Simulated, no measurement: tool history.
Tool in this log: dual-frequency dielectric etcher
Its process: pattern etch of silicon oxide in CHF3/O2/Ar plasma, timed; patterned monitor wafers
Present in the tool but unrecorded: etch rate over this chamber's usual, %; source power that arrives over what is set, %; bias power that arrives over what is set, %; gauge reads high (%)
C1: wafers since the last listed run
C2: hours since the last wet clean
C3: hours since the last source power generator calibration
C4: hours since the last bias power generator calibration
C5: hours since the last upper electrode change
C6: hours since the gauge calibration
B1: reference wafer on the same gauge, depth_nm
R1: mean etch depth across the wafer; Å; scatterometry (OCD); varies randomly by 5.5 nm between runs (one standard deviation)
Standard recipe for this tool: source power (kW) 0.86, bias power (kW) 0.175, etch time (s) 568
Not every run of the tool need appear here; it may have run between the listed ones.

run 1 hour=0 | source_power_(kW)=0.86 bias_power_(kW)=0.175 etch_time_(s)=568 | C1=0 C2=246 C3=1627.5 C4=2606.7 C5=4257.5 C6=672.1 | B1=1078.1 | R1=11440
run 2 hour=51.6 | source_power_(kW)=0.86 bias_power_(kW)=0.175 etch_time_(s)=568 | C1=113 C2=297.6 C3=1679.1 C4=2658.3 C5=4309.1 C6=723.7 | B1=1078.3 | R1=11362
run 3 hour=151 | source_power_(kW)=0.86 bias_power_(kW)=0.175 etch_time_(s)=623 | C1=218 C2=397 C3=1778.5 C4=2757.7 C5=4408.5 C6=823.1 | B1=1079.7 | R1=12721
run 4 hour=202.7 | source_power_(kW)=0.86 bias_power_(kW)=0.175 etch_time_(s)=623 | C1=113 C2=448.7 C3=1830.2 C4=2809.4 C5=4460.2 C6=874.8 | B1=1082 | R1=12617
run 5 hour=298.5 | source_power_(kW)=0.86 bias_power_(kW)=0.175 etch_time_(s)=568 | C1=210 C2=544.5 C3=1926 C4=2905.2 C5=4556 C6=970.6 | B1=1079.8 | R1=11686
run 6 hour=335.5 | source_power_(kW)=0.86 bias_power_(kW)=0.175 etch_time_(s)=568 | C1=81 C2=581.5 C3=1963 C4=2942.2 C5=4593 C6=1007.6 | B1=1081.5 | R1=11709
run 7 hour=408.7 | source_power_(kW)=0.86 bias_power_(kW)=0.175 etch_time_(s)=568 | C1=160 C2=654.7 C3=2036.2 C4=3015.4 C5=4666.2 C6=1080.8 | B1=1080.8 | R1=11781
run 8 hour=455.1 | source_power_(kW)=0.86 bias_power_(kW)=0.175 etch_time_(s)=568 | C1=101 C2=701.1 C3=2082.6 C4=3061.8 C5=4712.6 C6=1127.2 | B1=1079.6 | R1=11888
-- hour=485.5 wet clean of the chamber
run 9 hour=533.2 | source_power_(kW)=0.86 bias_power_(kW)=0.175 etch_time_(s)=568 | C1=118 C2=47.7 C3=2160.7 C4=3139.9 C5=4790.7 C6=1205.3 | B1=1079.9 | R1=11219
-- hour=631.6 upper electrode replaced
run 10 hour=640.9 | source_power_(kW)=0.86 bias_power_(kW)=0.175 etch_time_(s)=568 | C1=183 C2=155.4 C3=2268.4 C4=3247.6 C5=9.3 C6=1313 | B1=1080.9 | R1=11338
run 11 hour=748.7 | source_power_(kW)=0.86 bias_power_(kW)=0.175 etch_time_(s)=697.5 | C1=236 C2=263.2 C3=2376.2 C4=3355.4 C5=117.1 C6=1420.8 | B1=1079.6 | R1=13995
run 12 hour=855.7 | source_power_(kW)=0.86 bias_power_(kW)=0.175 etch_time_(s)=568 | C1=234 C2=370.2 C3=2483.2 C4=3462.4 C5=224.1 C6=1527.8 | B1=1080.4 | R1=11484
-- hour=963 source power generator calibrated
run 13 hour=963.5 | source_power_(kW)=1 bias_power_(kW)=0.153 etch_time_(s)=639 | C1=227 C2=478 C3=0.5 C4=3570.2 C5=331.9 C6=1635.6 | B1=1080.3 | R1=13976
run 14 hour=1021.7 | source_power_(kW)=0.76 bias_power_(kW)=0.164 etch_time_(s)=425 | C1=127 C2=536.2 C3=58.7 C4=3628.4 C5=390.1 C6=1693.8 | B1=1079.5 | R1=8094
-- hour=1089.4 wet clean of the chamber
run 15 hour=1089.9 | source_power_(kW)=0.86 bias_power_(kW)=0.175 etch_time_(s)=568 | C1=97 C2=0.5 C3=126.9 C4=3696.6 C5=458.3 C6=1762 | B1=1080.1 | R1=11358
run 16 hour=1168.2 | source_power_(kW)=0.86 bias_power_(kW)=0.175 etch_time_(s)=568 | C1=171 C2=78.8 C3=205.2 C4=3774.9 C5=536.6 C6=1840.3 | B1=1080.5 | R1=11392
run 17 hour=1261.3 | source_power_(kW)=0.86 bias_power_(kW)=0.175 etch_time_(s)=568 | C1=204 C2=171.9 C3=298.3 C4=3868 C5=629.7 C6=1933.4 | B1=1079.6 | R1=11450
-- hour=1293 bias power generator calibrated
-- hour=1316 gauge calibrated
run 18 hour=1357.8 | source_power_(kW)=0.86 bias_power_(kW)=0.189 etch_time_(s)=568 | C1=203 C2=268.4 C3=394.8 C4=64.8 C5=726.2 C6=41.8 | B1=1078.9 | R1=11798
run 19 hour=1417.7 | source_power_(kW)=0.74 bias_power_(kW)=0.203 etch_time_(s)=521.5 | C1=131 C2=328.3 C3=454.7 C4=124.7 C5=786.1 C6=101.7 | B1=1081.8 | R1=10030
run 20 hour=1515.5 | source_power_(kW)=0.78 bias_power_(kW)=0.175 etch_time_(s)=568 | C1=214 C2=426.1 C3=552.5 C4=222.5 C5=883.9 C6=199.5 | B1=1082.3 | R1=11011
run 21 hour=1607.6 | source_power_(kW)=0.86 bias_power_(kW)=0.175 etch_time_(s)=615 | C1=202 C2=518.2 C3=644.6 C4=314.6 C5=976 C6=291.6 | B1=1079.6 | R1=12589
run 22 hour=1654.8 | source_power_(kW)=0.86 bias_power_(kW)=0.175 etch_time_(s)=568 | C1=103 C2=565.4 C3=691.8 C4=361.8 C5=1023.2 C6=338.8 | B1=1080.5 | R1=11711
run 23 hour=1748.5 | source_power_(kW)=0.75 bias_power_(kW)=0.208 etch_time_(s)=439 | C1=205 C2=659.1 C3=785.5 C4=455.5 C5=1116.9 C6=432.5 | B1=1080.2 | R1=8735
-- hour=1791.1 wet clean of the chamber
run 24 hour=2050 | source_power_(kW)=0.86 bias_power_(kW)=0.175 etch_time_(s)=568 | C1=609 C2=258.9 C3=1087 C4=757 C5=1418.4 C6=734 | B1=1079.1 | R1=11328
run 25 hour=2157.1 | source_power_(kW)=0.86 bias_power_(kW)=0.175 etch_time_(s)=568 | C1=235 C2=366 C3=1194.1 C4=864.1 C5=1525.5 C6=841.1 | B1=1076.8 | R1=11385
run 26 hour=2217.4 | source_power_(kW)=0.86 bias_power_(kW)=0.146 etch_time_(s)=568 | C1=132 C2=426.3 C3=1254.4 C4=924.4 C5=1585.8 C6=901.4 | B1=1080.7 | R1=10914
-- hour=2337.9 wet clean of the chamber
run 27 hour=2338.4 | source_power_(kW)=0.66 bias_power_(kW)=0.148 etch_time_(s)=455.5 | C1=212 C2=0.5 C3=1375.4 C4=1045.4 C5=1706.8 C6=1022.4 | B1=1078.8 | R1=7227
run 28 hour=2363.7 | source_power_(kW)=0.86 bias_power_(kW)=0.175 etch_time_(s)=568 | C1=55 C2=25.8 C3=1400.7 C4=1070.7 C5=1732.1 C6=1047.7 | B1=1079.3 | R1=11160
run 29 hour=2605.1 | source_power_(kW)=0.86 bias_power_(kW)=0.175 etch_time_(s)=646 | C1=529 C2=267.2 C3=1642.1 C4=1312.1 C5=1973.5 C6=1289.1 | B1=1081 | R1=12981

What if the next run were any one of these 4? Each begins from the tool's condition after run 29:
run A hour=2605.7 | source_power_(kW)=0.86 bias_power_(kW)=0.192 etch_time_(s)=568 | C1=1 C2=267.8 C3=1642.7 C4=1312.7 C5=1974.1 C6=1289.7 | B1=? | R1=?
run B hour=2605.7 | source_power_(kW)=0.86 bias_power_(kW)=0.175 etch_time_(s)=446.5 | C1=1 C2=267.8 C3=1642.7 C4=1312.7 C5=1974.1 C6=1289.7 | B1=? | R1=?
run C hour=2605.7 | source_power_(kW)=0.86 bias_power_(kW)=0.19 etch_time_(s)=649.5 | C1=1 C2=267.8 C3=1642.7 C4=1312.7 C5=1974.1 C6=1289.7 | B1=? | R1=?
run D hour=2605.7 | source_power_(kW)=0.74 bias_power_(kW)=0.147 etch_time_(s)=651 | C1=1 C2=267.8 C3=1642.7 C4=1312.7 C5=1974.1 C6=1289.7 | B1=? | R1=?

run=A B1=1079.7 R1=11727
run=B B1=1079.7 R1=8988
run=C B1=1079.7 R1=13371
run=D B1=1079.7 R1=11353
Without the tool's hidden state the same runs would have given:
run=A R1=11755
run=B R1=9011
run=C R1=13403
run=D R1=11383

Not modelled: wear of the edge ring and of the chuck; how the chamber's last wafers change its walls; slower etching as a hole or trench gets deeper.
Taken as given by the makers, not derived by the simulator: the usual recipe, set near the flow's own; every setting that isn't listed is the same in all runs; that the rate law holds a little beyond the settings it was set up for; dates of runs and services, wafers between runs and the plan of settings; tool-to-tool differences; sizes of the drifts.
